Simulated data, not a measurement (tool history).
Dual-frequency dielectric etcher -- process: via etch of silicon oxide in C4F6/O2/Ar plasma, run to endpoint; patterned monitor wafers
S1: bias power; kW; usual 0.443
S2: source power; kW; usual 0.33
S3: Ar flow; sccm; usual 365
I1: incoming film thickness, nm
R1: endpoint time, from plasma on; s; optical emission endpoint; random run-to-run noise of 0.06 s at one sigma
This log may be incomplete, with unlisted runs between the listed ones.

Run 1, hour 0: usual settings but S2 0.39 kW, S3 295 sccm; I1 75.3. Result: R1 17.9 s.
At hour 38.7: wet clean of the chamber.
Run 2, hour 56: usual settings but S2 0.39 kW, S3 295 sccm; I1 75. Result: R1 17.3 s.
Run 3, hour 120.3: usual settings but S1 0.52 kW, S2 0.3 kW; I1 76.6. Result: R1 19.1 s.
Run 4, hour 168.4: usual settings; I1 75.8. Result: R1 19.7 s.
Run 5, hour 203.9: usual settings but S1 0.37 kW; I1 75.5. Result: R1 21.6 s.
Run 6, hour 260.2: usual settings but S1 0.37 kW; I1 76.6. Result: R1 22 s.
Run 7, hour 319.4: usual settings but S2 0.29 kW; I1 76. Result: R1 21.3 s.
Run 8, hour 347.5: usual settings but S2 0.29 kW; I1 75.5. Result: R1 21.1 s.
At hour 361.6: source power generator calibrated.
At hour 395.4: wet clean of the chamber.
Run 9, hour 406.3: usual settings but S2 0.29 kW; I1 76. Result: R1 20 s.
Run 10, hour 432.4: usual settings but S3 327 sccm; I1 76.2. Result: R1 18.6 s.
Run 11, hour 463.5: usual settings but S3 327 sccm; I1 75.7. Result: R1 18.6 s.
Run 12, hour 519.9: usual settings; I1 75.4. Result: R1 18.7 s.
At hour 530.1: Ar flow controller replaced.
Run 13, hour 560.2: usual settings; I1 75.5. Result: R1 18.8 s.
Run 14, hour 610.7: usual settings; I1 76. Result: R1 19 s.
At hour 663.3: wet clean of the chamber, repeated, since the last time left the tool worse.
Run 15, hour 676.6: usual settings but S1 0.342 kW, S2 0.3 kW, S3 389 sccm; I1 76.5. Result: R1 23.8 s.
Run 16, hour 717: usual settings but S1 0.408 kW, S3 426 sccm; I1 76.2. Result: R1 20.9 s.
Run 17, hour 748.3: usual settings but S1 0.507 kW, S3 453 sccm; I1 75.7. Result: R1 18.5 s.
At hour 814: upper electrode replaced.
Run 18, hour 814.5: usual settings but S3 285 sccm; I1 75.9. Result: R1 19.3 s.
Run 19, hour 833.9: usual settings but S1 0.553 kW, S3 430 sccm; I1 75.5. Result: R1 17.8 s.
At hour 856.4: bias power generator calibrated.
Run 20, hour 883.6: usual settings; I1 76.1. Result: R1 19.9 s.
Run 21, hour 921.9: usual settings but S1 0.346 kW, S2 0.37 kW, S3 456 sccm; I1 75.9. Result: R1 21.7 s.
Run 22, hour 981.8: usual settings but S1 0.369 kW, S3 293 sccm; I1 74.7. Result: R1 21.2 s.
Run 23, hour 1033.7: usual settings but S1 0.391 kW; I1 75.7. Result: R1 21.3 s.
At hour 1065.8: wet clean of the chamber.
Run 24, hour 1077.9: usual settings; I1 76.3. Result: R1 19.5 s.
Run 25, hour 1122.4: usual settings but S1 0.546 kW, S2 0.41 kW; I1 75.5. Result: R1 15.8 s.

The same runs without the tool's hidden state, with the same run-to-run variation:
Unlogged tool condition in this case: etch rate over this chamber's usual, %; bias power that arrives over what is set, %; source power that arrives over what is set, %; Ar flow that arrives over what is set, %.
run    R1
  1  17.5
  2  17.3
  3    19
  4  19.6
  5  21.4
  6  21.7
  7  20.9
  8  20.7
  9  20.8
 10  19.3
 11  19.3
 12  19.3
 13  19.4
 14  19.6
 15  23.8
 16  20.8
 17  18.4
 18  19.1
 19  17.5
 20  19.6
 21  21.3
 22  20.7
 23  20.8
 24  19.5
 25  15.7
